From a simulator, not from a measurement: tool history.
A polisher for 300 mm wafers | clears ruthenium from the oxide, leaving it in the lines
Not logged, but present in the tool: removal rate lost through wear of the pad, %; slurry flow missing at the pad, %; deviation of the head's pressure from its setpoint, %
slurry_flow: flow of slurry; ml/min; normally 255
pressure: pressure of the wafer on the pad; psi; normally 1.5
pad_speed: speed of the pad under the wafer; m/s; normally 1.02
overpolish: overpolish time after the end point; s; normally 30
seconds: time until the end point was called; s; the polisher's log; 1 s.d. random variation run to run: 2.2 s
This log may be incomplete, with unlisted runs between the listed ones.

run,hour,slurry_flow,pressure,pad_speed,overpolish,wafers since the last listed run,wafers polished on this pad,hours since the slurry nozzle was cleaned,hours since the head pressure was calibrated,"incoming thickness of the incoming film, nm",seconds
1,0.0,255,1.5,1.02,30,0,724,417.7,341.5,111.3,131.5
# hour 19.1: slurry nozzle cleaned
2,19.6,255,1.5,1.02,30,133,858,0.5,361.1,110.6,131.7
3,41.3,255,1.5,1.02,30,156,1014,22.2,382.8,110.8,130.7
4,65.9,255,1.5,1.02,30,177,1191,46.8,407.4,111.8,133.1
# hour 95.3: worn pad replaced by a new one
5,160.9,255,1.5,1.02,30,654,472,141.8,502.4,109.9,129.5
6,186.7,255,1.5,1.02,30,185,657,167.6,528.2,109.6,133.6
7,204.7,255,1.5,1.02,30,129,787,185.6,546.2,109.4,128.1
8,239.0,255,1.4,1.02,30,246,1034,219.9,580.5,109.7,136.0
9,265.4,255,1.4,1.02,30,189,1224,246.3,606.9,108.5,134.5
# hour 278.3: worn pad replaced by a new one
10,278.8,255,1.5,1.02,30,67,3,259.7,620.3,109.3,128.5
11,306.6,255,1.5,1.02,30,200,203,287.5,648.1,109.5,125.7
12,336.4,255,1.5,1.02,30,214,417,317.3,677.9,109.2,125.6
13,359.2,255,1.5,1.02,30,164,581,340.1,700.7,111.3,131.5
14,387.9,255,1.5,1.02,30,206,788,368.8,729.4,111.2,131.4
15,408.5,255,1.5,1.02,30,148,936,389.4,750.0,110.2,129.0
# hour 412.0: head pressure recalibrated
# hour 419.2: slurry nozzle cleaned
16,436.2,255,1.5,1.02,30,177,1114,17.0,24.2,112.0,135.7
17,449.7,255,1.5,1.02,30,97,1211,30.5,37.7,110.7,128.0
18,467.9,320,1.1,1.16,44,130,1342,48.7,55.9,109.5,142.5
# hour 481.3: worn pad replaced by a new one
19,496.8,255,1.5,1.02,30,179,111,77.6,84.8,108.6,126.4
20,524.1,255,1.2,1.02,48,196,308,104.9,112.1,110.1,154.3
21,554.8,255,1.5,1.02,30,220,528,135.6,142.8,110.5,129.6
22,569.3,255,1.7,1.16,20,104,633,150.1,157.3,109.1,105.0
23,581.6,310,1.1,1.16,48,88,721,162.4,169.6,110.4,142.1
24,597.8,335,2.0,1.16,19,116,838,178.6,185.8,111.6,90.9
25,612.5,255,1.8,1.02,41,105,944,193.3,200.5,109.7,115.5
26,646.2,255,2.0,1.02,43,242,1186,227.0,234.2,108.1,99.9
27,660.6,255,1.5,1.02,30,103,1290,241.4,248.6,108.7,125.3
28,675.4,310,1.1,1.16,48,106,1396,256.2,263.4,110.5,141.3
# hour 701.7: worn pad replaced by a new one
29,705.7,310,1.2,1.02,39,189,28,286.5,293.7,111.8,150.8
30,740.6,255,1.5,1.02,30,251,279,321.4,328.6,109.9,130.0
31,753.7,255,1.5,1.02,30,94,373,334.5,341.7,108.7,130.8
32,786.8,255,1.5,0.78,30,238,612,367.6,374.8,110.2,167.4
# hour 795.3: slurry nozzle cleaned
33,804.7,335,1.9,1.32,18,121,733,9.4,392.7,108.9,78.7
34,824.5,255,1.7,1.02,30,142,876,29.2,412.5,111.7,121.5

What the log doesn't show, run by run:
removal rate lost through wear of the pad, %: 0 on each run
slurry flow missing at the pad, %: 0 on each run
deviation of the head's pressure from its setpoint, %: 0 on each run

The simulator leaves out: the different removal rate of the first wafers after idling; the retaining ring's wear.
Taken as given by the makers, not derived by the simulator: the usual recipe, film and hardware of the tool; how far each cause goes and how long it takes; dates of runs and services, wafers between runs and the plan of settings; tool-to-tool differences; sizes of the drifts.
